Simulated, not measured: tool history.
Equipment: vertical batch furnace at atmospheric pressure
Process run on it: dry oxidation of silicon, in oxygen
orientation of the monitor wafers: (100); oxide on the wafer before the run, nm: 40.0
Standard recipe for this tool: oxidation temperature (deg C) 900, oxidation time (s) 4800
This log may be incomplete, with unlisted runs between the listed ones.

run,hour,oxidation temperature (deg C),oxidation time (s),wafers since the last listed run,hours since the last temperature calibration,hours since the boat lift was adjusted,hours since the gauge calibration,"read-back reference wafer on the same gauge, thickness",oxide thickness on the monitor wafer (angstrom)
1,0.0,887,4800,0,2719.8,5426.0,126.5,55.89,486.1
2,19.6,900,4800,353,2739.4,5445.6,146.1,55.77,503.2
3,27.0,900,4800,133,2746.8,5453.0,153.5,55.76,508.7
4,42.5,900,4800,279,2762.3,5468.5,169.0,55.71,500.9
5,52.9,900,4800,187,2772.7,5478.9,179.4,55.96,497.7
6,63.6,900,5850,193,2783.4,5489.6,190.1,55.76,526.5
# hour 69.2: gauge calibrated
# hour 88.9: thermocouples replaced and temperature profile calibrated
7,89.4,912,4800,32,0.5,5515.4,20.2,55.87,525.5
8,94.2,912,4800,86,5.3,5520.2,25.0,55.85,529.2

What does the tool deliver on the next run?
9,105.1,910,3780,196,16.2,5531.1,35.9,?,?

{"run 9": {"read-back reference wafer on the same gauge, thickness": 55.85, "oxide thickness on the monitor wafer (angstrom)": 492.3}}
If the tool had no hidden condition, the same run with the same run-to-run variation would have returned oxide thickness on the monitor wafer (angstrom) 492.3.
